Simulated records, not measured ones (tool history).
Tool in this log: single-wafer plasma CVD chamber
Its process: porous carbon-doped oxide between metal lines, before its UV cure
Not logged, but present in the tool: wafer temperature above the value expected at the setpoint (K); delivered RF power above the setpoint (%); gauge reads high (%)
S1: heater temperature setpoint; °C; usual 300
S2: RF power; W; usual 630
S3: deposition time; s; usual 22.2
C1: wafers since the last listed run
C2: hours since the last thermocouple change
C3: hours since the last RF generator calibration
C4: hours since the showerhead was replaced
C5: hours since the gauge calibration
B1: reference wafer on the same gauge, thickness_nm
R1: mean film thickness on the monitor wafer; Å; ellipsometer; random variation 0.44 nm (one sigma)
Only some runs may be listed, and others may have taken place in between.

run,hour,S1,S2,S3,C1,C2,C3,C4,C5,B1,R1
1,0.0,300,630,22.2,0,728.4,1755.9,2136.6,138.1,120.969,1450.31
2,49.3,300,630,22.2,1937,777.7,1805.2,2185.9,187.4,121.123,1449.79
3,89.6,300,630,22.2,1583,818.0,1845.5,2226.2,227.7,120.860,1466.07
4,191.9,300,700,22.2,4020,920.3,1947.8,2328.5,330.0,121.033,1620.09
5,247.8,288,630,22.2,2196,976.2,2003.7,2384.4,385.9,120.986,1583.57
6,298.7,288,630,22.2,2000,1027.1,2054.6,2435.3,436.8,120.937,1571.49
7,367.2,288,630,22.2,2691,1095.6,2123.1,2503.8,505.3,121.016,1586.94
8,470.2,300,630,22.2,4047,1198.6,2226.1,2606.8,608.3,120.912,1483.20
9,510.4,300,630,22.2,1579,1238.8,2266.3,2647.0,648.5,121.125,1490.57
# hour 605.9: thermocouple changed; heater temperature recalibrated
10,608.7,295,695,22.2,3548,2.8,2364.6,2745.3,746.8,120.994,1621.15
11,678.7,300,715,22.2,2750,72.8,2434.6,2815.3,816.8,121.160,1618.36
# hour 744.6: RF generator calibrated
12,758.3,300,630,22.2,2813,152.4,13.7,2894.9,896.4,121.039,1427.35
13,850.1,300,630,22.2,3607,244.2,105.5,2986.7,988.2,120.991,1431.17
14,920.5,300,630,22.2,2766,314.6,175.9,3057.1,1058.6,120.898,1433.44
15,1024.0,300,630,22.2,4067,418.1,279.4,3160.6,1162.1,120.974,1440.72
16,1073.2,307,740,22.2,1933,467.3,328.6,3209.8,1211.3,120.978,1607.57
# hour 1100.1: showerhead replaced
17,1112.9,300,630,21.0,1245,507.0,368.3,12.8,1251.0,121.002,1364.12
18,1154.0,300,630,23.8,1615,548.1,409.4,53.9,1292.1,121.100,1548.26
19,1199.8,296,585,25.9,1799,593.9,455.2,99.7,1337.9,120.912,1590.57
20,1255.2,300,630,22.2,2177,649.3,510.6,155.1,1393.3,120.952,1446.78
21,1319.7,315,630,25.2,2534,713.8,575.1,219.6,1457.8,120.865,1502.51
22,1367.4,300,630,22.2,1874,761.5,622.8,267.3,1505.5,121.169,1449.14
23,1414.7,291,630,22.2,1858,808.8,670.1,314.6,1552.8,121.084,1533.52

Run 24, settings as shown, results not yet in. Your forecast:
24,1468.2,300,630,22.2,2102,862.3,723.6,368.1,1606.3,?,?

B1: 121.007
R1: 1459.80 Å
The same run, on a tool lacking any hidden state, would have yielded R1 1429.62 Å.

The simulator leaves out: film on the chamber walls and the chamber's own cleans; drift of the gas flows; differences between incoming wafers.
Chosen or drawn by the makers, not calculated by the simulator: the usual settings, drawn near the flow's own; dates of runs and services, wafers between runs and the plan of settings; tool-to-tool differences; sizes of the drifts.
